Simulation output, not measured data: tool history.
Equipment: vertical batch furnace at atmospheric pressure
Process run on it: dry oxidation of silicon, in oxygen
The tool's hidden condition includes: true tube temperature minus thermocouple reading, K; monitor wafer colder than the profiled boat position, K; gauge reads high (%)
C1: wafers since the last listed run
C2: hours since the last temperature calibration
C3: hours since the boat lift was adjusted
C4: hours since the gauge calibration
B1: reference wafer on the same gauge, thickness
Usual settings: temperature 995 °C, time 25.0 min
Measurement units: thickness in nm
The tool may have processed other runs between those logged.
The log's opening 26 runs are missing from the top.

run 27 day=55.546 | temperature=1007 time=36.5 | C1=429 C2=174.6 C3=768.0 C4=564.8 | B1=51.30 | thickness=60.41
run 28 day=57.612 | temperature=1011 time=37.5 | C1=801 C2=224.2 C3=817.6 C4=614.4 | B1=51.32 | thickness=61.91
run 29 day=59.496 | temperature=1012 time=34.5 | C1=730 C2=269.4 C3=862.8 C4=659.6 | B1=51.29 | thickness=60.51
run 30 day=60.529 | temperature=995 time=32.5 | C1=400 C2=294.2 C3=887.6 C4=684.4 | B1=51.30 | thickness=55.63
run 31 day=63.333 | temperature=1007 time=33.5 | C1=1087 C2=361.5 C3=954.9 C4=751.7 | B1=51.29 | thickness=58.81
run 32 day=65.342 | temperature=1004 time=15.5 | C1=779 C2=409.7 C3=1003.1 C4=799.9 | B1=51.30 | thickness=48.32
run 33 day=66.450 | temperature=976 time=25.0 | C1=429 C2=436.3 C3=1029.7 C4=826.5 | B1=51.31 | thickness=49.84
run 34 day=68.475 | temperature=1010 time=30.0 | C1=785 C2=484.9 C3=1078.3 C4=875.1 | B1=51.29 | thickness=57.82
run 35 day=69.825 | temperature=1016 time=34.0 | C1=523 C2=517.3 C3=1110.7 C4=907.5 | B1=51.29 | thickness=61.50
run 36 day=71.492 | temperature=1018 time=35.0 | C1=646 C2=557.3 C3=1150.7 C4=947.5 | B1=51.30 | thickness=62.80
run 37 day=72.571 | temperature=1014 time=25.0 | C1=418 C2=583.2 C3=1176.6 C4=973.4 | B1=51.30 | thickness=55.61
run 38 day=75.133 | temperature=982 time=14.0 | C1=994 C2=644.7 C3=1238.1 C4=1034.9 | B1=51.29 | thickness=45.83

Below are 4 alternative next runs, each starting from the tool's condition after run 38. Predict each:
run A day=75.308 | temperature=995 time=25.0 | C1=67 C2=648.9 C3=1242.3 C4=1039.1 | B1=? | thickness=?
run B day=75.308 | temperature=981 time=14.5 | C1=67 C2=648.9 C3=1242.3 C4=1039.1 | B1=? | thickness=?
run C day=75.308 | temperature=1011 time=30.0 | C1=67 C2=648.9 C3=1242.3 C4=1039.1 | B1=? | thickness=?
run D day=75.308 | temperature=1009 time=25.0 | C1=67 C2=648.9 C3=1242.3 C4=1039.1 | B1=? | thickness=?

run=A B1=51.30 thickness=52.15
run=B B1=51.30 thickness=45.81
run=C B1=51.30 thickness=57.88
run=D B1=51.30 thickness=54.58
With the hidden condition removed and each run's random variation left untouched, the same runs would have given:
run=A thickness=51.86
run=B thickness=45.68
run=C thickness=57.47
run=D thickness=54.23

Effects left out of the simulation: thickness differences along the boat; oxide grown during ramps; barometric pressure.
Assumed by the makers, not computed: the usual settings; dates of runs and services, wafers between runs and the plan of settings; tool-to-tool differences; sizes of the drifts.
